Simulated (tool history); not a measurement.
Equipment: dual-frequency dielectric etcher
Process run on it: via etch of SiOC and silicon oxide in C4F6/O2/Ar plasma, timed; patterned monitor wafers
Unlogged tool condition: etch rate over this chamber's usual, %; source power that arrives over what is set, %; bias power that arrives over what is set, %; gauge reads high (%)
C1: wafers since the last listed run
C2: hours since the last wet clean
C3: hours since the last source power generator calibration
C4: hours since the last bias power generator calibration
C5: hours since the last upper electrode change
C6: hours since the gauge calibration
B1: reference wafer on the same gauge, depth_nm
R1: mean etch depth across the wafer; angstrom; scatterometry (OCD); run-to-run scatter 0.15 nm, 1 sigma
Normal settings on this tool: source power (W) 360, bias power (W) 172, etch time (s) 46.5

Run 1, hour 0: usual settings but etch time (s) 51.5; C1 0; C2 551.4; C3 3278.4; C4 3343.7; C5 4041.6; C6 14.8; B1 50.62. Result: R1 543.2 angstrom.
Run 2, hour 7.9: usual settings but etch time (s) 51.5; C1 141; C2 559.3; C3 3286.3; C4 3351.6; C5 4049.5; C6 22.7; B1 50.62. Result: R1 548.9 angstrom.
Run 3, hour 17.8: usual settings; C1 176; C2 569.2; C3 3296.2; C4 3361.5; C5 4059.4; C6 32.6; B1 50.53. Result: R1 495 angstrom.
Run 4, hour 29.9: usual settings; C1 216; C2 581.3; C3 3308.3; C4 3373.6; C5 4071.5; C6 44.7; B1 50.55. Result: R1 496.2 angstrom.
Run 5, hour 38.6: usual settings; C1 155; C2 590; C3 3317; C4 3382.3; C5 4080.2; C6 53.4; B1 50.61. Result: R1 494.4 angstrom.
Run 6, hour 46.2: usual settings; C1 135; C2 597.6; C3 3324.6; C4 3389.9; C5 4087.8; C6 61; B1 50.6. Result: R1 495.2 angstrom.
At hour 72.6: wet clean of the chamber.
Run 7, hour 73.1: usual settings; C1 51; C2 0.5; C3 3351.5; C4 3416.8; C5 4114.7; C6 87.9; B1 50.64. Result: R1 441.9 angstrom.
Run 8, hour 73.4: usual settings; C1 5; C2 0.8; C3 3351.8; C4 3417.1; C5 4115; C6 88.2; B1 50.67. Result: R1 441.6 angstrom.
Run 9, hour 76.4: usual settings but etch time (s) 39.5; C1 53; C2 3.8; C3 3354.8; C4 3420.1; C5 4118; C6 91.2; B1 50.63. Result: R1 379.3 angstrom.
Run 10, hour 92.3: usual settings but source power (W) 430, bias power (W) 150, etch time (s) 37; C1 284; C2 19.7; C3 3370.7; C4 3436; C5 4133.9; C6 107.1; B1 50.59. Result: R1 364.2 angstrom.
At hour 103.2: source power generator calibrated.
At hour 115.1: gauge calibrated.
At hour 119: wet clean of the chamber, repeated, since the last time left the tool worse.
At hour 124.2: upper electrode replaced.
Run 11, hour 124.7: usual settings but source power (W) 310; C1 132; C2 5.7; C3 21.5; C4 3468.4; C5 0.5; C6 9.6; B1 50.58. Result: R1 446.6 angstrom.
Run 12, hour 125.1: usual settings but bias power (W) 206, etch time (s) 58.5; C1 7; C2 6.1; C3 21.9; C4 3468.8; C5 0.9; C6 10; B1 50.57. Result: R1 629.4 angstrom.
Run 13, hour 127.3: usual settings but source power (W) 320, bias power (W) 155, etch time (s) 50; C1 39; C2 8.3; C3 24.1; C4 3471; C5 3.1; C6 12.2; B1 50.54. Result: R1 473.6 angstrom.
At hour 131.8: bias power generator calibrated.
Run 14, hour 144.9: usual settings; C1 242; C2 25.9; C3 41.7; C4 13.1; C5 20.7; C6 29.8; B1 50.53. Result: R1 473.7 angstrom.
Run 15, hour 157.3: usual settings but bias power (W) 136, etch time (s) 37.5; C1 221; C2 38.3; C3 54.1; C4 25.5; C5 33.1; C6 42.2; B1 50.64. Result: R1 360.1 angstrom.
Run 16, hour 170.3: usual settings; C1 232; C2 51.3; C3 67.1; C4 38.5; C5 46.1; C6 55.2; B1 50.53. Result: R1 478.3 angstrom.
Run 17, hour 187.9: usual settings; C1 314; C2 68.9; C3 84.7; C4 56.1; C5 63.7; C6 72.8; B1 50.55. Result: R1 477.7 angstrom.

What if the next run were any one of these 4? Each begins from the tool's condition after run 17:
Run A, hour 188.3: usual settings but etch time (s) 54; C1 7; C2 69.3; C3 85.1; C4 56.5; C5 64.1; C6 73.2; B1 ?. Result: R1 ?.
Run B, hour 188.3: usual settings but source power (W) 390; C1 7; C2 69.3; C3 85.1; C4 56.5; C5 64.1; C6 73.2; B1 ?. Result: R1 ?.
Run C, hour 188.3: usual settings but source power (W) 290, bias power (W) 209; C1 7; C2 69.3; C3 85.1; C4 56.5; C5 64.1; C6 73.2; B1 ?. Result: R1 ?.
Run D, hour 188.3: usual settings but source power (W) 300, bias power (W) 189; C1 7; C2 69.3; C3 85.1; C4 56.5; C5 64.1; C6 73.2; B1 ?. Result: R1 ?.

run    B1     R1
  A  50.6  555.2
  B  50.6  494.1
  C  50.6    463
  D  50.6  455.7
What these runs would have given with no unlogged condition in the tool:
run     R1
  A  553.2
  B  492.3
  C  461.3
  D    454

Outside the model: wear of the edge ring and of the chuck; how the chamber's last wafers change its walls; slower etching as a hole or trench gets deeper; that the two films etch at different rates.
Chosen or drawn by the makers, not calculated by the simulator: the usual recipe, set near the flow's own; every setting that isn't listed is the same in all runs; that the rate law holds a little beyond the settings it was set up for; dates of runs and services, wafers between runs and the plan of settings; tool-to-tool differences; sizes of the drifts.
